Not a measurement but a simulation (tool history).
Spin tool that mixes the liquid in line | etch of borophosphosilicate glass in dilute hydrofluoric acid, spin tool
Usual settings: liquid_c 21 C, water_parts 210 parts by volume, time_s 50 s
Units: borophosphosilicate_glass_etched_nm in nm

run   hour  liquid_c  water_parts  time_s  read-back film thickness of the borophosphosilicate glass reference wafer, read on the same gauge (nm)  borophosphosilicate_glass_etched_nm
  1      0        21          175      35                                                                                                  100.01                                 8.24
  2   41.2        21          175      35                                                                                                  100.02                                 8.15
  3   74.3        21          210      30                                                                                                   99.97                                 5.76
  4  110.5        21          210      50                                                                                                   99.99                                 9.58
  5  142.8        21          210      50                                                                                                   99.98                                 9.46
  6  176.4        21          210      50                                                                                                  100.01                                  9.5
  7    208        21          210      50                                                                                                  100.02                                 9.56
  8  234.3        21          210      50                                                                                                  100.03                                 9.59
  9  277.7        21          210      50                                                                                                     100                                 9.59
     285.4  -- thermometer replaced
 10  302.5        21          210      50                                                                                                     100                                 9.15
 11  356.4        21          210      50                                                                                                     100                                 9.13
 12    424        21          210      50                                                                                                  100.02                                 9.25
 13  481.8        21          120      50                                                                                                   99.96                                17.81
 14  524.8        21          210      50                                                                                                  100.05                                 9.42
 15  562.8        21          210      50                                                                                                  100.03                                 9.22

Run 16 comes next. What will it give?
 16  599.6        24          135      35                                                                                                       ?                                    ?

Run 16 gave read-back film thickness of the borophosphosilicate glass reference wafer, read on the same gauge (nm) 100.01, borophosphosilicate_glass_etched_nm 12.34 nm.
Without the tool's hidden state the same run would have given borophosphosilicate_glass_etched_nm 12.26 nm.
